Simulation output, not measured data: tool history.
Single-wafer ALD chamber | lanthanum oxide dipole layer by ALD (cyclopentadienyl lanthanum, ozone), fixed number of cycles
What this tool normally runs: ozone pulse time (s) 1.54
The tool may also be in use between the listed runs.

run    hour  ozone pulse time (s)  wafers since the last listed run  hours since the last thermocouple change  hours since the last ozone generator service  hours since the showerhead was replaced  hours since the gauge calibration  read-back reference wafer on the same gauge, thickness_nm  mean film thickness on the monitor wafer (angstrom)
  1       0                  1.54                                 0                                    1869.3                                         429.3                                   2858.2                              829.6                                                      0.627                                                  5.5
  2    65.3                  1.54                              1049                                    1934.6                                         494.6                                   2923.5                              894.9                                                      0.628                                                 5.57
  3   111.2                  1.54                               737                                    1980.5                                         540.5                                   2969.4                              940.8                                                      0.627                                                 5.62
  4   153.3                  1.67                               676                                    2022.6                                         582.6                                   3011.5                              982.9                                                      0.627                                                 5.63
  5   210.6                  1.16                               921                                    2079.9                                         639.9                                   3068.8                             1040.2                                                      0.627                                                 5.39
  6   311.1                  1.16                              1615                                    2180.4                                         740.4                                   3169.3                             1140.7                                                      0.628                                                 5.32
        321  -- ozone generator serviced
  7   399.7                  1.54                              1295                                      2269                                          78.7                                   3257.9                             1229.3                                                      0.627                                                 5.56
  8   589.9                  1.54                              3057                                    2459.2                                         268.9                                   3448.1                             1419.5                                                      0.626                                                 5.57
  9   676.5                  1.54                              1392                                    2545.8                                         355.5                                   3534.7                             1506.1                                                      0.628                                                 5.52
      705.2  -- thermocouple changed; heater temperature recalibrated
 10     720                  1.54                               570                                      14.8                                           399                                   3578.2                             1549.6                                                      0.627                                                 5.56
 11   764.8                  1.95                               720                                      59.6                                         443.8                                     3623                             1594.4                                                      0.626                                                 5.63
 12   805.8                  1.75                               659                                     100.6                                         484.8                                     3664                             1635.4                                                      0.628                                                 5.66
      842.4  -- showerhead replaced
      861.6  -- gauge calibrated
 13   862.2                  1.78                               777                                       157                                         541.2                                     19.8                                0.6                                                      0.628                                                 5.66
 14   961.7                  1.03                              1599                                     256.5                                         640.7                                    119.3                              100.1                                                      0.626                                                  5.3
 15  1038.4                  0.97                              1232                                     333.2                                         717.4                                      196                              176.8                                                      0.626                                                 5.22
 16  1095.9                  0.99                               924                                     390.7                                         774.9                                    253.5                              234.3                                                      0.626                                                 5.24
     1155.8  -- ozone generator serviced
 17  1167.3                  1.38                              1019                                     462.1                                          11.5                                    324.9                              305.7                                                      0.628                                                 5.52
 18  1217.6                  1.54                               808                                     512.4                                          61.8                                    375.2                                356                                                      0.627                                                 5.53
 19  1418.3                  1.33                              3226                                     713.1                                         262.5                                    575.9                              556.7                                                      0.626                                                  5.5
 20  1518.6                  1.54                              1612                                     813.4                                         362.8                                    676.2                                657                                                      0.627                                                 5.63

Branching from run 20: 5 alternative next runs. What would each branch give?
  A  1519                  1.54                                 6                                     813.8                                         363.2                                    676.6                              657.4                                                          ?                                                    ?
  B  1519                  2.13                                 6                                     813.8                                         363.2                                    676.6                              657.4                                                          ?                                                    ?
  C  1519                  0.94                                 6                                     813.8                                         363.2                                    676.6                              657.4                                                          ?                                                    ?
  D  1519                  2.03                                 6                                     813.8                                         363.2                                    676.6                              657.4                                                          ?                                                    ?
  E  1519                  1.04                                 6                                     813.8                                         363.2                                    676.6                              657.4                                                          ?                                                    ?

run  read-back reference wafer on the same gauge, thickness_nm  mean film thickness on the monitor wafer (angstrom)
  A                                                      0.627                                                 5.57
  B                                                      0.627                                                 5.71
  C                                                      0.627                                                 5.23
  D                                                      0.627                                                  5.7
  E                                                      0.627                                                 5.31
The same runs, with their run-to-run variation unchanged, on a tool lacking any hidden condition would have given:
run  mean film thickness on the monitor wafer (angstrom)
  A                                                 5.57
  B                                                 5.71
  C                                                 5.23
  D                                                  5.7
  E                                                 5.31

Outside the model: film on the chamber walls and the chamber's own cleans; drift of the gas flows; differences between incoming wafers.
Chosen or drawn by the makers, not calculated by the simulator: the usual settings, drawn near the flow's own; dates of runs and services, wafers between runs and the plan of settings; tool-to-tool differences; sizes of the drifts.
